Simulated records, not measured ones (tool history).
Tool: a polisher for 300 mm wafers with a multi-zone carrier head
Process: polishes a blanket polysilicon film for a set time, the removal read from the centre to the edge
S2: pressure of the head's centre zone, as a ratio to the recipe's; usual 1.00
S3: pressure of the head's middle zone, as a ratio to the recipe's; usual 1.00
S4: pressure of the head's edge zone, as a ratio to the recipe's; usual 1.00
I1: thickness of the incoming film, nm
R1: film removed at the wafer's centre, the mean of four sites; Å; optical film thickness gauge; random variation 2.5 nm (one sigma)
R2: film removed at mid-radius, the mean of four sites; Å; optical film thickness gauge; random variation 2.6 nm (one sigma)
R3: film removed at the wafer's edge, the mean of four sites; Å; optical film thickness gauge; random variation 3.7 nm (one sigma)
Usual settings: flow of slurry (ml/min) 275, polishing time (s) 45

{"run": 1, "hour": 0.0, "flow of slurry (ml/min)": 275, "S2": 0.92, "S3": 1.0, "S4": 1.0, "polishing time (s)": 45, "I1": 1023.1, "R1": 3590, "R2": 4127, "R3": 3968}
{"run": 2, "hour": 13.8, "flow of slurry (ml/min)": 275, "S2": 1.0, "S3": 1.0, "S4": 1.0, "polishing time (s)": 45, "I1": 1037.9, "R1": 3900, "R2": 4108, "R3": 3862}
{"hour": 26.3, "done": "edge zone pressure recalibrated"}
{"run": 3, "hour": 46.8, "flow of slurry (ml/min)": 275, "S2": 1.0, "S3": 1.0, "S4": 1.0, "polishing time (s)": 45, "I1": 1027.8, "R1": 3795, "R2": 3985, "R3": 3858}
{"run": 4, "hour": 66.6, "flow of slurry (ml/min)": 275, "S2": 1.0, "S3": 1.0, "S4": 1.0, "polishing time (s)": 45, "I1": 1018.0, "R1": 3733, "R2": 3957, "R3": 3759}
{"hour": 82.2, "done": "worn pad replaced by a new one"}
{"run": 5, "hour": 102.0, "flow of slurry (ml/min)": 275, "S2": 1.0, "S3": 1.0, "S4": 1.0, "polishing time (s)": 45, "I1": 999.3, "R1": 3920, "R2": 4124, "R3": 3995}
{"run": 6, "hour": 117.6, "flow of slurry (ml/min)": 275, "S2": 1.0, "S3": 1.0, "S4": 1.0, "polishing time (s)": 45, "I1": 1010.4, "R1": 3866, "R2": 4109, "R3": 3956}
{"hour": 145.8, "done": "centre zone pressure recalibrated"}
{"run": 7, "hour": 147.3, "flow of slurry (ml/min)": 275, "S2": 1.0, "S3": 1.03, "S4": 1.0, "polishing time (s)": 45, "I1": 1026.4, "R1": 3995, "R2": 4135, "R3": 3883}
{"run": 8, "hour": 172.8, "flow of slurry (ml/min)": 275, "S2": 1.0, "S3": 1.0, "S4": 1.0, "polishing time (s)": 45, "I1": 1001.0, "R1": 3874, "R2": 3953, "R3": 3748}
{"hour": 189.7, "done": "carrier head's membrane replaced by a new one"}
{"hour": 192.2, "done": "worn pad replaced by a new one"}
{"run": 9, "hour": 192.7, "flow of slurry (ml/min)": 275, "S2": 1.0, "S3": 1.0, "S4": 1.0, "polishing time (s)": 45, "I1": 1029.7, "R1": 3971, "R2": 4158, "R3": 4037}
{"run": 10, "hour": 203.2, "flow of slurry (ml/min)": 275, "S2": 1.0, "S3": 0.92, "S4": 1.0, "polishing time (s)": 45, "I1": 1031.8, "R1": 3982, "R2": 3919, "R3": 3971}
{"hour": 216.1, "done": "slurry nozzle cleaned"}
{"run": 11, "hour": 229.5, "flow of slurry (ml/min)": 275, "S2": 1.0, "S3": 1.08, "S4": 1.11, "polishing time (s)": 45, "I1": 1013.6, "R1": 4007, "R2": 4327, "R3": 4101}
{"run": 12, "hour": 248.6, "flow of slurry (ml/min)": 350, "S2": 1.0, "S3": 1.0, "S4": 1.06, "polishing time (s)": 45, "I1": 1039.5, "R1": 4039, "R2": 4181, "R3": 4029}

The next listed run, before its measurement:
{"hour": 281.9, "done": "worn pad replaced by a new one"}
{"run": 13, "hour": 282.9, "flow of slurry (ml/min)": 275, "S2": 1.0, "S3": 1.0, "S4": 1.0, "polishing time (s)": 45, "I1": 1029.0, "R1": "?", "R2": "?", "R3": "?"}

R1: 3927 Å
R2: 4097 Å
R3: 3983 Å
Without the tool's hidden state the same run would have given R1 4062 Å, R2 4103 Å, R3 3989 Å.
